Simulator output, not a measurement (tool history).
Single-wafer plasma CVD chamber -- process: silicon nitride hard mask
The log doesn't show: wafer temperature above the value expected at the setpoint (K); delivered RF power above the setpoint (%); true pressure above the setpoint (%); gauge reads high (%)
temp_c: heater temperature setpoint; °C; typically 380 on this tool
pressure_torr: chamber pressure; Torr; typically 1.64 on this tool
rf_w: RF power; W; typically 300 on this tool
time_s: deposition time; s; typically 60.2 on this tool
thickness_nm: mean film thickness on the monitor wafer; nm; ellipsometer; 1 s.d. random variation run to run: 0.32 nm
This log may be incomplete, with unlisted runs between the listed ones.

run,hour,temp_c,pressure_torr,rf_w,time_s,wafers since the last listed run,hours since the last thermocouple change,hours since the last RF generator calibration,hours since the last manometer calibration,hours since the showerhead was replaced,hours since the gauge calibration,"read-back reference wafer on the same gauge, thickness_nm",thickness_nm
1,0,380,1.64,300,60.2,0,2215.9,95.3,308.1,4089.4,2430.4,68.965,62.388
2,66.3,380,1.64,300,60.2,1024,2282.2,161.6,374.4,4155.7,2496.7,69.041,61.878
3,158.1,368,1.64,300,60.2,1418,2374,253.4,466.2,4247.5,2588.5,68.91,62.319
4,205.2,393,1.64,300,56,727,2421.1,300.5,513.3,4294.6,2635.6,69.06,56.809
5,300.7,380,2.02,300,60.2,1475,2516.6,396,608.8,4390.1,2731.1,68.978,65.989
# hour 304.4: gauge calibrated
6,341.7,385,1.64,285,60.2,633,2557.6,437,649.8,4431.1,37.3,69.009,59.518
7,393.7,380,1.43,300,69.5,803,2609.6,489,701.8,4483.1,89.3,69.073,67.434
8,459.5,369,1.64,300,60.2,1016,2675.4,554.8,767.6,4548.9,155.1,68.92,62.162
# hour 543.4: thermocouple changed; heater temperature recalibrated
9,550.6,380,1.64,300,60.2,1284,7.2,645.9,858.7,4640,246.2,68.9,62.532
10,604.4,395,1.87,300,60.2,831,61,699.7,912.5,4693.8,300,69.043,64.119
11,663.6,380,1.64,300,60.2,914,120.2,758.9,971.7,4753,359.2,69.002,62.194
12,710.4,380,1.64,300,60.2,723,167,805.7,1018.5,4799.8,406,68.902,62.296
13,770.7,370,1.94,255,64.7,931,227.3,866,1078.8,4860.1,466.3,68.981,62.698
# hour 850.8: RF generator calibrated
14,859.5,380,1.64,300,60.2,1248,316.1,8.7,1167.6,4948.9,555.1,68.95,62.481
15,957.6,380,1.64,300,60.2,1516,414.2,106.8,1265.7,5047,653.2,69.131,61.573
# hour 976: capacitance manometer re-zeroed and calibrated
# hour 1013.4: showerhead replaced
16,1013.9,380,1.26,300,60.2,622,470.5,163.1,37.9,0.5,709.5,68.942,55.161
17,1102.5,366,1.41,300,67.6,1369,559.1,251.7,126.5,89.1,798.1,68.934,66.279
18,1166.6,380,1.64,300,60.2,990,623.2,315.8,190.6,153.2,862.2,68.924,61.874
19,1237.4,380,1.42,300,69.9,1094,694,386.6,261.4,224,933,69.089,68.205
20,1309.9,380,1.64,275,60.2,1120,766.5,459.1,333.9,296.5,1005.5,69.027,57.882
21,1362.9,380,1.64,300,56.6,819,819.5,512.1,386.9,349.5,1058.5,68.841,57.817
22,1451.8,393,1.64,300,60.2,1373,908.4,601,475.8,438.4,1147.4,68.867,60.892
23,1541.2,389,1.36,315,60.2,1381,997.8,690.4,565.2,527.8,1236.8,68.85,59.372
24,1617.9,380,1.64,320,60.2,1185,1074.5,767.1,641.9,604.5,1313.5,69.06,64.135
25,1718.2,380,1.64,300,60.2,1550,1174.8,867.4,742.2,704.8,1413.8,69.11,61.534
26,1763.3,380,1.26,330,71.2,696,1219.9,912.5,787.3,749.9,1458.9,69.009,70.047
27,1802.2,390,1.64,300,67.9,601,1258.8,951.4,826.2,788.8,1497.8,69.048,69.529
# hour 1851.9: RF generator calibrated
28,1872.7,380,1.64,300,54.6,965,1329.3,20.8,896.7,859.3,1568.3,68.921,56.445

Below are 5 alternative next runs, each starting from the tool's condition after run 28. Predict each:
A,1873.1,380,1.64,300,60.2,6,1329.7,21.2,897.1,859.7,1568.7,?,?
B,1873.1,388,1.43,355,65.9,6,1329.7,21.2,897.1,859.7,1568.7,?,?
C,1873.1,380,1.64,265,60.2,6,1329.7,21.2,897.1,859.7,1568.7,?,?
D,1873.1,391,1.64,315,69.7,6,1329.7,21.2,897.1,859.7,1568.7,?,?
E,1873.1,380,1.86,300,68.4,6,1329.7,21.2,897.1,859.7,1568.7,?,?

run,"read-back reference wafer on the same gauge, thickness_nm",thickness_nm
A,69.138,61.94
B,69.138,71.729
C,69.138,56.646
D,69.138,73.758
E,69.138,73.559
Without the tool's hidden state the same runs would have given:
run,thickness_nm
A,61.94
B,71.729
C,56.646
D,73.758
E,73.559
